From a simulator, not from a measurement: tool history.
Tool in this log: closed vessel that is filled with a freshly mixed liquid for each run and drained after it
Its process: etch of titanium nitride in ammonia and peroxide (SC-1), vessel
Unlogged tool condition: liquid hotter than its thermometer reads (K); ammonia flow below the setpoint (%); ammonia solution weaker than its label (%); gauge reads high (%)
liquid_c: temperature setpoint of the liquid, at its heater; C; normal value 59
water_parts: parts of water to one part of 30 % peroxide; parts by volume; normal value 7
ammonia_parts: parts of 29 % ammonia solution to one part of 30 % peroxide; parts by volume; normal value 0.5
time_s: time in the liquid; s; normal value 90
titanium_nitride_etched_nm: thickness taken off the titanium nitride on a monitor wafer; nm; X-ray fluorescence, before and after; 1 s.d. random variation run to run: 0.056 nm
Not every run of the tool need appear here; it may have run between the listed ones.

run	hour	liquid_c	water_parts	ammonia_parts	time_s	wafers since the last listed run	hours since the thermometer was replaced	hours since the ammonia flow meter was replaced	hours since the drum of ammonia solution was connected	hours since the gauge calibration	read-back film thickness of the titanium nitride reference wafer, read on the same gauge (nm)	titanium_nitride_etched_nm
1	0	59	5	0.5	90	0	150.2	904.6	416.6	1420.8	150.02	10
2	67.3	59	5	0.5	90	5807	217.5	971.9	483.9	1488.1	150.04	9.97
3	116.3	59	5	0.5	90	4228	266.5	1020.9	532.9	1537.1	150.04	10.01
4	273.7	59	8	0.5	90	13583	423.9	1178.3	690.3	1694.5	149.97	7.88
5	380.2	59	7	0.5	90	9190	530.4	1284.8	796.8	1801	150.03	8.34
6	423.4	59	7	0.5	90	3728	573.6	1328	840	1844.2	150	8.35
7	494.5	59	7	0.5	90	6135	644.7	1399.1	911.1	1915.3	150.02	8.41
# hour 533.6: new drum of ammonia solution connected
8	612.2	59	7	0.5	90	10071	762.4	1516.8	78.6	2033	150.01	8.37
9	673.3	62	5	0.5	90	5272	823.5	1577.9	139.7	2094.1	149.99	12.11
10	743.7	59	7	0.5	90	6075	893.9	1648.3	210.1	2164.5	149.97	8.45
11	832.9	67	5	0.25	120	7697	983.1	1737.5	299.3	2253.7	150.01	19.59
12	877.6	59	7	0.5	90	3857	1027.8	1782.2	344	2298.4	149.99	8.37
13	942.7	67.5	7	0.4	90	5618	1092.9	1847.3	409.1	2363.5	150.03	13.87
# hour 958.8: ammonia flow meter replaced
14	1114.6	59	5	0.65	45	14748	1264.8	155.8	581	2535.4	150.05	5.23
# hour 1184: thermometer replaced
15	1194	59	7	0.5	65	6765	10	235.2	660.4	2614.8	149.96	6.15
16	1299	59	7	0.5	65	9061	115	340.2	765.4	2719.8	149.99	6.16
# hour 1313: gauge calibrated
17	1340.1	49	10	0.35	125	3546	156.1	381.3	806.5	27.1	150	4.66
18	1391	59	7	0.5	90	4392	207	432.2	857.4	78	150.01	8.51
19	1437.9	66	5	0.6	115	4047	253.9	479.1	904.3	124.9	149.96	20.67
# hour 1439.7: new drum of ammonia solution connected
20	1499.1	59	7	0.4	55	5195	315.1	540.3	59.4	186.1	149.98	5.03
21	1583.9	66.5	7	0.7	110	7318	399.9	625.1	144.2	270.9	149.98	17.76

What does the tool deliver on the next run?
22	1680.8	50	7	0.5	50	8362	496.8	722	241.1	367.8	?	?

{"run 22": {"read-back film thickness of the titanium nitride reference wafer, read on the same gauge (nm)": 150.01, "titanium_nitride_etched_nm": 2.57}}
Were there no unlogged condition in the tool, this run, its random variation unchanged, would have produced titanium_nitride_etched_nm 2.6 nm.
